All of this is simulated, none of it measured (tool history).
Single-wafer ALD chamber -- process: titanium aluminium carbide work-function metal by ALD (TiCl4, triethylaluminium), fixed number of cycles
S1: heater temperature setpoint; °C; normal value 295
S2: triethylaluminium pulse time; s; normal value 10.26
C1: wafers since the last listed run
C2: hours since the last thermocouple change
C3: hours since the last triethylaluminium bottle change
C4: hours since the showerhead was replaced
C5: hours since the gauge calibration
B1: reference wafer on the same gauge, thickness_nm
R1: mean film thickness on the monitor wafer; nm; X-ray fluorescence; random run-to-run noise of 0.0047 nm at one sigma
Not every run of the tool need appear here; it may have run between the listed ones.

| run | hour | S1 | S2 | C1 | C2 | C3 | C4 | C5 | B1 | R1 |
|---|---|---|---|---|---|---|---|---|---|---|
| 1 | 0.0 | 290 | 10.26 | 0 | 1773.6 | 1050.0 | 7983.4 | 10.2 | 2.100 | 1.680 |
| 2 | 16.2 | 290 | 10.26 | 177 | 1789.8 | 1066.2 | 7999.6 | 26.4 | 2.100 | 1.689 |
| 3 | 22.5 | 290 | 10.26 | 68 | 1796.1 | 1072.5 | 8005.9 | 32.7 | 2.100 | 1.678 |
| 4 | 34.4 | 287 | 12.62 | 130 | 1808.0 | 1084.4 | 8017.8 | 44.6 | 2.100 | 1.744 |
| 5 | 52.0 | 295 | 10.26 | 192 | 1825.6 | 1102.0 | 8035.4 | 62.2 | 2.100 | 1.721 |
| 6 | 62.0 | 295 | 10.26 | 109 | 1835.6 | 1112.0 | 8045.4 | 72.2 | 2.099 | 1.722 |
| 7 | 77.1 | 301 | 8.40 | 165 | 1850.7 | 1127.1 | 8060.5 | 87.3 | 2.102 | 1.656 |
| 8 | 86.1 | 295 | 10.26 | 98 | 1859.7 | 1136.1 | 8069.5 | 96.3 | 2.099 | 1.720 |
| 9 | 97.5 | 295 | 10.26 | 124 | 1871.1 | 1147.5 | 8080.9 | 107.7 | 2.102 | 1.708 |
| 10 | 113.4 | 295 | 6.29 | 173 | 1887.0 | 1163.4 | 8096.8 | 123.6 | 2.100 | 1.363 |
|  | 128.1 | triethylaluminium bottle replaced |
| 11 | 128.6 | 295 | 10.26 | 78 | 1902.2 | 0.5 | 8112.0 | 138.8 | 2.100 | 1.835 |
| 12 | 135.0 | 283 | 13.44 | 70 | 1908.6 | 6.9 | 8118.4 | 145.2 | 2.102 | 1.767 |
|  | 145.9 | showerhead replaced |
| 13 | 146.4 | 290 | 8.83 | 37 | 1920.0 | 18.3 | 0.5 | 156.6 | 2.098 | 1.745 |
| 14 | 151.3 | 295 | 10.26 | 53 | 1924.9 | 23.2 | 5.4 | 161.5 | 2.101 | 1.835 |
| 15 | 164.7 | 286 | 11.43 | 146 | 1938.3 | 36.6 | 18.8 | 174.9 | 2.098 | 1.769 |
| 16 | 180.6 | 295 | 13.39 | 173 | 1954.2 | 52.5 | 34.7 | 190.8 | 2.099 | 1.887 |
| 17 | 190.7 | 295 | 10.26 | 110 | 1964.3 | 62.6 | 44.8 | 200.9 | 2.100 | 1.833 |
| 18 | 197.8 | 302 | 12.10 | 77 | 1971.4 | 69.7 | 51.9 | 208.0 | 2.100 | 1.929 |
| 19 | 210.3 | 295 | 10.26 | 136 | 1983.9 | 82.2 | 64.4 | 220.5 | 2.099 | 1.836 |
|  | 220.1 | thermocouple changed; heater temperature recalibrated |
| 20 | 226.9 | 289 | 11.30 | 94 | 6.8 | 98.8 | 81.0 | 237.1 | 2.100 | 1.848 |
| 21 | 236.4 | 306 | 7.08 | 103 | 16.3 | 108.3 | 90.5 | 246.6 | 2.101 | 1.827 |
| 22 | 243.2 | 295 | 10.26 | 74 | 23.1 | 115.1 | 97.3 | 253.4 | 2.100 | 1.884 |
| 23 | 251.7 | 304 | 14.05 | 92 | 31.6 | 123.6 | 105.8 | 261.9 | 2.102 | 2.018 |
| 24 | 263.0 | 295 | 7.40 | 123 | 42.9 | 134.9 | 117.1 | 273.2 | 2.099 | 1.745 |
| 25 | 273.4 | 285 | 10.26 | 113 | 53.3 | 145.3 | 127.5 | 283.6 | 2.101 | 1.781 |
| 26 | 288.3 | 295 | 10.26 | 162 | 68.2 | 160.2 | 142.4 | 298.5 | 2.100 | 1.878 |
| 27 | 296.6 | 283 | 12.83 | 90 | 76.5 | 168.5 | 150.7 | 306.8 | 2.098 | 1.798 |
| 28 | 304.9 | 295 | 10.26 | 90 | 84.8 | 176.8 | 159.0 | 315.1 | 2.098 | 1.873 |
|  | 310.0 | gauge calibrated |
| 29 | 316.9 | 295 | 8.34 | 131 | 96.8 | 188.8 | 171.0 | 6.9 | 2.098 | 1.798 |
| 30 | 327.3 | 295 | 10.26 | 113 | 107.2 | 199.2 | 181.4 | 17.3 | 2.098 | 1.874 |
| 31 | 338.6 | 285 | 6.64 | 123 | 118.5 | 210.5 | 192.7 | 28.6 | 2.100 | 1.579 |
| 32 | 351.6 | 290 | 12.86 | 142 | 131.5 | 223.5 | 205.7 | 41.6 | 2.097 | 1.855 |
| 33 | 357.7 | 290 | 13.83 | 66 | 137.6 | 229.6 | 211.8 | 47.7 | 2.100 | 1.869 |

Consider 4 possible next runs. They are alternatives, not a sequence: every one starts from the tool as it was left by run 33. What does each give?
| A | 358.1 | 295 | 10.26 | 4 | 138.0 | 230.0 | 212.2 | 48.1 | ? | ? |
| B | 358.1 | 303 | 12.23 | 4 | 138.0 | 230.0 | 212.2 | 48.1 | ? | ? |
| C | 358.1 | 295 | 12.48 | 4 | 138.0 | 230.0 | 212.2 | 48.1 | ? | ? |
| D | 358.1 | 304 | 12.15 | 4 | 138.0 | 230.0 | 212.2 | 48.1 | ? | ? |

| run | B1 | R1 |
|---|---|---|
| A | 2.101 | 1.870 |
| B | 2.101 | 1.984 |
| C | 2.101 | 1.909 |
| D | 2.101 | 1.993 |
With no hidden state in the tool, these same runs would have given:
| run | R1 |
|---|---|
| A | 1.899 |
| B | 2.009 |
| C | 1.933 |
| D | 2.018 |

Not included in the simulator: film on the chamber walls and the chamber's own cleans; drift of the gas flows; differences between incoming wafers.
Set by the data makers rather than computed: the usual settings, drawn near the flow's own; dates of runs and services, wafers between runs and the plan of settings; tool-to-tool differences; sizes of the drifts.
